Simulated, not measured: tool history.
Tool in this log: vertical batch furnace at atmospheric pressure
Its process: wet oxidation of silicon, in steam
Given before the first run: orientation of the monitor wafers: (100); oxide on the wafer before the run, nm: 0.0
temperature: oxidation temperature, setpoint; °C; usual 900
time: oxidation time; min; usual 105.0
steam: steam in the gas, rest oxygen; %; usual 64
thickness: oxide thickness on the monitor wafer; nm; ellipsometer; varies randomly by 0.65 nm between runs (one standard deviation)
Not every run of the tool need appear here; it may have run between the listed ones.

run    hour  temperature   time  steam  read-back reference wafer on the same gauge, thickness  thickness
  1     0.0          900  105.0     64                                                  183.97     161.21
  2    72.0          900  105.0     64                                                  184.06     162.08
  3   119.2          900  105.0     64                                                  184.01     161.45
  4   187.3          900  105.0     61                                                  184.09     155.12
  5   234.7          900  105.0     61                                                  183.84     155.57
  6   273.9          900  105.0     64                                                  183.95     161.69
  7   342.4          900  105.0     64                                                  184.02     161.59
  8   391.5          900  105.0     64                                                  183.91     161.45
  9   432.7          900  105.0     70                                                  183.86     174.78
 10   476.0          900  105.0     70                                                  184.02     173.94
 11   506.3          900  105.0     70                                                  184.07     174.96
 12   566.1          900  105.0     60                                                  183.95     151.72
 13   612.8          900  105.0     60                                                  183.98     152.69
 14   648.4          900  105.0     60                                                  184.17     154.07
 15   714.0          900  105.0     64                                                  184.09     161.07
 16   745.4          900  105.0     64                                                  184.00     161.54
 17   801.8          907  127.0     72                                                  183.78     229.45
 18   837.1          900   63.5     64                                                  184.12     102.59
 19   884.9          924  105.0     64                                                  183.99     214.22
 20   926.6          877   62.0     56                                                  183.98      62.34
      955.8  -- thermocouples replaced and temperature profile calibrated
 21   972.5          900  105.0     64                                                  183.84     155.73
     1008.5  -- steam generator serviced
 22  1009.0          887  135.5     64                                                  183.89     169.36
 23  1068.6          900  105.0     64                                                  184.05     162.43
 24  1094.0          915  105.0     64                                                  184.10     196.74
 25  1120.6          900  105.0     64                                                  183.97     162.02
 26  1158.2          900  156.0     76                                                  184.03     264.68
 27  1190.1          900  105.0     59                                                  183.99     151.64
     1254.5  -- gauge calibrated
 28  1257.5          900  105.0     64                                                  184.03     160.42
 29  1288.6          889  122.0     74                                                  183.87     179.26
 30  1340.8          919   90.0     64                                                  183.94     178.05
 31  1378.0          890  105.0     56                                                  184.00     122.67
 32  1440.7          911  127.0     64                                                  184.09     218.34
 33  1497.5          913   54.0     67                                                  183.97     108.64
 34  1539.8          882  121.5     59                                                  184.04     129.24
 35  1590.6          900  154.0     64                                                  184.00     221.38
 36  1624.0          900  105.0     70                                                  184.01     171.65
 37  1661.0          884  105.0     53                                                  183.86     105.53
 38  1715.7          900  105.0     64                                                  184.20     159.16

Each row is a separate what-if for the run after 38, all from the same tool condition, not one after another. Results?
  A  1720.7          900  134.0     64                                                       ?          ?
  B  1720.7          916  105.0     64                                                       ?          ?
  C  1720.7          900  144.5     60                                                       ?          ?
  D  1720.7          900  105.0     55                                                       ?          ?

run  read-back reference wafer on the same gauge, thickness  thickness
  A                                                  183.89     195.75
  B                                                  183.89     192.90
  C                                                  183.89     197.60
  D                                                  183.89     138.19
With no hidden state in the tool, these same runs would have given:
run  thickness
  A     202.05
  B     199.40
  C     203.95
  D     142.74
